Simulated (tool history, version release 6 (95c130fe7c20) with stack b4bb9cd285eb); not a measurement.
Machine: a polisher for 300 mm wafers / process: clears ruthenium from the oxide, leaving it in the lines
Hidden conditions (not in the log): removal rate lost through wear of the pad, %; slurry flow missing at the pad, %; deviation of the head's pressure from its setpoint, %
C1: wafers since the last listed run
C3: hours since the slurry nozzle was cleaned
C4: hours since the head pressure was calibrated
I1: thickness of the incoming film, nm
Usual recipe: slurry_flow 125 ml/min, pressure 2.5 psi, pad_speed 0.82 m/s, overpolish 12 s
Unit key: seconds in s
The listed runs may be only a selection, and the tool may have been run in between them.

Run 1, hour 0: usual settings; C1 0; wafers polished on this pad 397; C3 403.4; C4 474.3; I1 169.1. Result: seconds 148.3 s.
Run 2, hour 9.2: usual settings; C1 67; wafers polished on this pad 465; C3 412.6; C4 483.5; I1 168.7. Result: seconds 145 s.
Run 3, hour 17.6: usual settings; C1 61; wafers polished on this pad 526; C3 421; C4 491.9; I1 170.2. Result: seconds 149.7 s.
Run 4, hour 33.4: usual settings; C1 115; wafers polished on this pad 642; C3 436.8; C4 507.7; I1 172.4. Result: seconds 157.3 s.
Run 5, hour 44.3: usual settings but overpolish 17 s; C1 79; wafers polished on this pad 721; C3 447.7; C4 518.6; I1 170.1. Result: seconds 154.1 s.
Run 6, hour 51.5: usual settings but pad_speed 0.72 m/s; C1 52; wafers polished on this pad 774; C3 454.9; C4 525.8; I1 170.3. Result: seconds 173.5 s.
Run 7, hour 68.6: usual settings but pad_speed 0.72 m/s; C1 125; wafers polished on this pad 899; C3 472; C4 542.9; I1 172.9. Result: seconds 178.6 s.
At hour 69.7: slurry nozzle cleaned.
Run 8, hour 83.9: usual settings; C1 104; wafers polished on this pad 1004; C3 14.2; C4 558.2; I1 168. Result: seconds 161.4 s.

Estimate the outcome of run 9 from the log above:
Run 9, hour 94.3: usual settings but slurry_flow 115 ml/min, pad_speed 1.04 m/s, overpolish 6 s; C1 76; wafers polished on this pad 1080; C3 24.6; C4 568.6; I1 171.8. Result: seconds ?.

{"run 9": {"seconds": 135.4}}
Had the tool carried no hidden state, the very same run would have given seconds 121.5 s.
